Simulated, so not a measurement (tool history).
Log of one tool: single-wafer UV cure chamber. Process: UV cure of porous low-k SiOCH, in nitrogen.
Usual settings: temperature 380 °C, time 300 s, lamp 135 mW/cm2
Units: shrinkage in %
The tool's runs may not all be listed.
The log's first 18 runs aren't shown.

run    hour  temperature  time  lamp  wafers since the last listed run  hours since the UV bulbs were replaced  wafers since the quartz window was cleaned  shrinkage
 19  1427.9          380   300   118                               763                                   430.6                                        2533     10.590
 20  1518.2          386   230   135                               696                                   520.9                                        3230     10.051
 21  1561.4          388   300   103                               333                                   564.1                                        3564     10.004
 22  1633.0          363   210   110                               552                                   635.7                                        4116      8.473
     1652.9  -- quartz window cleaned
 23  1713.2          380   300   135                               557                                   715.9                                         465     10.972
 24  1767.0          380   300   135                               415                                   769.7                                         880     10.862
 25  1822.5          385   435   154                               428                                   825.2                                        1308     12.635
 26  1858.9          380   300   135                               280                                   861.6                                        1589     10.645
 27  1941.0          380   205   114                               633                                   943.7                                        2223      8.360
 28  1991.7          375   400   153                               391                                   994.4                                        2614     12.466
 29  2074.0          380   230   135                               635                                  1076.7                                        3250      9.401
 30  2111.0          380   300   135                               285                                  1113.7                                        3535     10.340
     2126.9  -- quartz window cleaned
 31  2165.1          399   460   117                               355                                  1167.8                                         294     11.977
 32  2261.8          380   300   123                               746                                  1264.5                                        1041     10.102
 33  2318.9          380   300   135                               440                                  1321.6                                        1481     10.557
 34  2392.5          380   300   135                               568                                  1395.2                                        2050     10.551
 35  2442.8          365   245   135                               388                                  1445.5                                        2438      9.342
 36  2494.7          380   450   135                               400                                  1497.4                                        2838     11.879
 37  2546.4          380   120   135                               399                                  1549.1                                        3237      6.661
     2645.8  -- quartz window cleaned
 38  2646.3          380   300   135                               709                                  1649.0                                           3     10.282

5 ways to go on from here, each from the tool as it stands after run 38. What would each give?
  A  2646.8          380   300   159                                 3                                  1649.5                                           7          ?
  B  2646.8          380   350   135                                 3                                  1649.5                                           7          ?
  C  2646.8          380   425   111                                 3                                  1649.5                                           7          ?
  D  2646.8          396   145   135                                 3                                  1649.5                                           7          ?
  E  2646.8          398   135   123                                 3                                  1649.5                                           7          ?

run  shrinkage
  A     10.976
  B     10.937
  C     10.930
  D      7.720
  E      7.145
Without the tool's hidden state the same runs would have given:
run  shrinkage
  A     12.798
  B     12.757
  C     12.751
  D      9.375
  E      8.762

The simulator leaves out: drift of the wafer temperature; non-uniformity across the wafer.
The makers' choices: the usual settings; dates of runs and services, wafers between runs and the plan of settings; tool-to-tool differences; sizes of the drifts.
